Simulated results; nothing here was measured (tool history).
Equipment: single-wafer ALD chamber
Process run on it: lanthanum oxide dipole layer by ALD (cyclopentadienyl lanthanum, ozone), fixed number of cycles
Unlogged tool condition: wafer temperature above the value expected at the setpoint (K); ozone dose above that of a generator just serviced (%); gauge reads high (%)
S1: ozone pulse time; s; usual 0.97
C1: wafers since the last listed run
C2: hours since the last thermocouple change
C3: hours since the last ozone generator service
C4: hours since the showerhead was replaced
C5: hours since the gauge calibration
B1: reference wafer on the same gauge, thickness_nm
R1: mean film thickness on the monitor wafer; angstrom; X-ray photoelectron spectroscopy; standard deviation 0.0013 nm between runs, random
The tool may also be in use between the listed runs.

run 1 hour=0 | S1=0.83 | C1=0 C2=369.3 C3=722 C4=2782.2 C5=845.2 | B1=0.524 | R1=4.7
run 2 hour=65.9 | S1=0.97 | C1=1258 C2=435.2 C3=787.9 C4=2848.1 C5=911.1 | B1=0.524 | R1=5.17
run 3 hour=116.5 | S1=0.97 | C1=965 C2=485.8 C3=838.5 C4=2898.7 C5=961.7 | B1=0.524 | R1=5.16
run 4 hour=163.2 | S1=1.08 | C1=891 C2=532.5 C3=885.2 C4=2945.4 C5=1008.4 | B1=0.524 | R1=5.38
run 5 hour=203.7 | S1=1.08 | C1=773 C2=573 C3=925.7 C4=2985.9 C5=1048.9 | B1=0.524 | R1=5.38
run 6 hour=253.9 | S1=1.08 | C1=958 C2=623.2 C3=975.9 C4=3036.1 C5=1099.1 | B1=0.523 | R1=5.39
run 7 hour=298.4 | S1=0.97 | C1=849 C2=667.7 C3=1020.4 C4=3080.6 C5=1143.6 | B1=0.524 | R1=5.14
run 8 hour=329.9 | S1=0.97 | C1=601 C2=699.2 C3=1051.9 C4=3112.1 C5=1175.1 | B1=0.523 | R1=5.14
run 9 hour=383 | S1=0.97 | C1=1013 C2=752.3 C3=1105 C4=3165.2 C5=1228.2 | B1=0.524 | R1=5.13
run 10 hour=525.8 | S1=0.97 | C1=2725 C2=895.1 C3=1247.8 C4=3308 C5=1371 | B1=0.524 | R1=5.13
run 11 hour=580.8 | S1=0.86 | C1=1049 C2=950.1 C3=1302.8 C4=3363 C5=1426 | B1=0.524 | R1=4.83
-- hour=644.3 thermocouple changed; heater temperature recalibrated
run 12 hour=651.8 | S1=0.86 | C1=1202 C2=7.5 C3=1373.8 C4=3434 C5=1497 | B1=0.524 | R1=4.84
run 13 hour=702.9 | S1=1.26 | C1=975 C2=58.6 C3=1424.9 C4=3485.1 C5=1548.1 | B1=0.524 | R1=5.64
-- hour=743.9 gauge calibrated
run 14 hour=913.3 | S1=1.26 | C1=4016 C2=269 C3=1635.3 C4=3695.5 C5=169.4 | B1=0.524 | R1=5.62
run 15 hour=978.5 | S1=1.26 | C1=1244 C2=334.2 C3=1700.5 C4=3760.7 C5=234.6 | B1=0.524 | R1=5.62
-- hour=997.4 ozone generator serviced
run 16 hour=1020.5 | S1=0.97 | C1=649 C2=376.2 C3=23.1 C4=3802.7 C5=276.6 | B1=0.524 | R1=5.14
run 17 hour=1048.5 | S1=0.97 | C1=534 C2=404.2 C3=51.1 C4=3830.7 C5=304.6 | B1=0.524 | R1=5.17
run 18 hour=1074 | S1=1.3 | C1=486 C2=429.7 C3=76.6 C4=3856.2 C5=330.1 | B1=0.524 | R1=5.67
run 19 hour=1103.4 | S1=0.97 | C1=561 C2=459.1 C3=106 C4=3885.6 C5=359.5 | B1=0.524 | R1=5.16
run 20 hour=1162.5 | S1=1.15 | C1=1128 C2=518.2 C3=165.1 C4=3944.7 C5=418.6 | B1=0.524 | R1=5.48

Estimate the outcome of run 21 from the log above:
run 21 hour=1188.4 | S1=0.82 | C1=494 C2=544.1 C3=191 C4=3970.6 C5=444.5 | B1=? | R1=?

{"run 21": {"B1": 0.524, "R1": 4.69}}
Take away the tool's hidden state, keep the run-to-run variation as it was, and the same run would have given R1 4.69 angstrom.
